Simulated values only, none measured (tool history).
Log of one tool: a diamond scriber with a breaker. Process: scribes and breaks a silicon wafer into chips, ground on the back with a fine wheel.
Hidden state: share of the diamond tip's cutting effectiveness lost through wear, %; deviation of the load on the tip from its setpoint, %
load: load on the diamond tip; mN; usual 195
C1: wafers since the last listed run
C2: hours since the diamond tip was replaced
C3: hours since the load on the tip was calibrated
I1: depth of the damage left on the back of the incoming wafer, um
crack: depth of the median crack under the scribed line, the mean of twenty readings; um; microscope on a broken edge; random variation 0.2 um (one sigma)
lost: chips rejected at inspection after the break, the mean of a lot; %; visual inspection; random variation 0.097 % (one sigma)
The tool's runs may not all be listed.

{"run": 1, "hour": 0.0, "load": 175, "C1": 0, "C2": 446.9, "C3": 1213.6, "I1": 2.81, "crack": 7.99, "lost": 12.24}
{"run": 2, "hour": 16.6, "load": 175, "C1": 25, "C2": 463.5, "C3": 1230.2, "I1": 2.94, "crack": 8.12, "lost": 12.49}
{"run": 3, "hour": 28.5, "load": 175, "C1": 18, "C2": 475.4, "C3": 1242.1, "I1": 2.22, "crack": 8.11, "lost": 10.79}
{"run": 4, "hour": 35.1, "load": 172, "C1": 10, "C2": 482, "C3": 1248.7, "I1": 2.81, "crack": 8.35, "lost": 12.99}
{"run": 5, "hour": 50.5, "load": 172, "C1": 23, "C2": 497.4, "C3": 1264.1, "I1": 1.54, "crack": 7.76, "lost": 11.26}
{"run": 6, "hour": 61.6, "load": 172, "C1": 17, "C2": 508.5, "C3": 1275.2, "I1": 2.07, "crack": 7.79, "lost": 12.47}
{"run": 7, "hour": 78.4, "load": 237, "C1": 26, "C2": 525.3, "C3": 1292, "I1": 2.82, "crack": 9.87, "lost": 2.94}
{"run": 8, "hour": 90.8, "load": 237, "C1": 19, "C2": 537.7, "C3": 1304.4, "I1": 1.91, "crack": 9.87, "lost": 2.08}
{"run": 9, "hour": 113.8, "load": 162, "C1": 35, "C2": 560.7, "C3": 1327.4, "I1": 1.98, "crack": 7.52, "lost": 18.41}
{"hour": 117.6, "done": "load on the tip recalibrated"}
{"run": 10, "hour": 121.8, "load": 162, "C1": 9, "C2": 568.7, "C3": 4.2, "I1": 1.86, "crack": 7.34, "lost": 20.25}
{"run": 11, "hour": 133.0, "load": 162, "C1": 17, "C2": 579.9, "C3": 15.4, "I1": 2.82, "crack": 7.4, "lost": 19.38}
{"run": 12, "hour": 141.6, "load": 195, "C1": 13, "C2": 588.5, "C3": 24, "I1": 2.18, "crack": 8.59, "lost": 8.45}
{"run": 13, "hour": 147.8, "load": 151, "C1": 9, "C2": 594.7, "C3": 30.2, "I1": 2.01, "crack": 7.2, "lost": 23.61}
{"hour": 155.4, "done": "diamond tip replaced by a new one"}
{"run": 14, "hour": 155.9, "load": 238, "C1": 9, "C2": 0.5, "C3": 38.3, "I1": 1.62, "crack": 11.73, "lost": 4.64}
{"run": 15, "hour": 171.0, "load": 172, "C1": 23, "C2": 15.6, "C3": 53.4, "I1": 1.88, "crack": 8.81, "lost": 3.66}
{"run": 16, "hour": 188.5, "load": 168, "C1": 27, "C2": 33.1, "C3": 70.9, "I1": 2.72, "crack": 8.88, "lost": 6.17}
{"run": 17, "hour": 203.5, "load": 223, "C1": 23, "C2": 48.1, "C3": 85.9, "I1": 1.93, "crack": 10.88, "lost": 2.6}
{"run": 18, "hour": 213.2, "load": 177, "C1": 15, "C2": 57.8, "C3": 95.6, "I1": 2.39, "crack": 8.9, "lost": 4.17}
{"run": 19, "hour": 229.6, "load": 227, "C1": 25, "C2": 74.2, "C3": 112, "I1": 2.49, "crack": 10.61, "lost": 3.36}
{"run": 20, "hour": 247.4, "load": 195, "C1": 27, "C2": 92, "C3": 129.8, "I1": 2.47, "crack": 9.94, "lost": 2.66}
{"run": 21, "hour": 261.2, "load": 195, "C1": 21, "C2": 105.8, "C3": 143.6, "I1": 2.41, "crack": 9.86, "lost": 2.73}
{"run": 22, "hour": 267.4, "load": 142, "C1": 9, "C2": 112, "C3": 149.8, "I1": 2.69, "crack": 8.08, "lost": 15.52}
{"run": 23, "hour": 273.6, "load": 195, "C1": 9, "C2": 118.2, "C3": 156, "I1": 2.54, "crack": 9.94, "lost": 2.85}
{"run": 24, "hour": 283.9, "load": 163, "C1": 15, "C2": 128.5, "C3": 166.3, "I1": 2.35, "crack": 8.64, "lost": 8.34}
{"run": 25, "hour": 300.1, "load": 243, "C1": 25, "C2": 144.7, "C3": 182.5, "I1": 2.65, "crack": 11.46, "lost": 4.24}
{"run": 26, "hour": 348.8, "load": 176, "C1": 75, "C2": 193.4, "C3": 231.2, "I1": 2.12, "crack": 8.86, "lost": 5.19}

3 ways to go on from here, each from the tool as it stands after run 26. What would each give?
{"run": "A", "hour": 349.4, "load": 195, "C1": 0, "C2": 194, "C3": 231.8, "I1": 2.46, "crack": "?", "lost": "?"}
{"run": "B", "hour": 349.4, "load": 154, "C1": 0, "C2": 194, "C3": 231.8, "I1": 2.46, "crack": "?", "lost": "?"}
{"run": "C", "hour": 349.4, "load": 218, "C1": 0, "C2": 194, "C3": 231.8, "I1": 2.46, "crack": "?", "lost": "?"}

run=A crack=9.78 lost=3
run=B crack=8.25 lost=11.37
run=C crack=10.59 lost=2.11
Without the tool's hidden state the same runs would have given:
run=A crack=10.45 lost=2.12
run=B crack=8.82 lost=7.12
run=C crack=11.31 lost=2.93
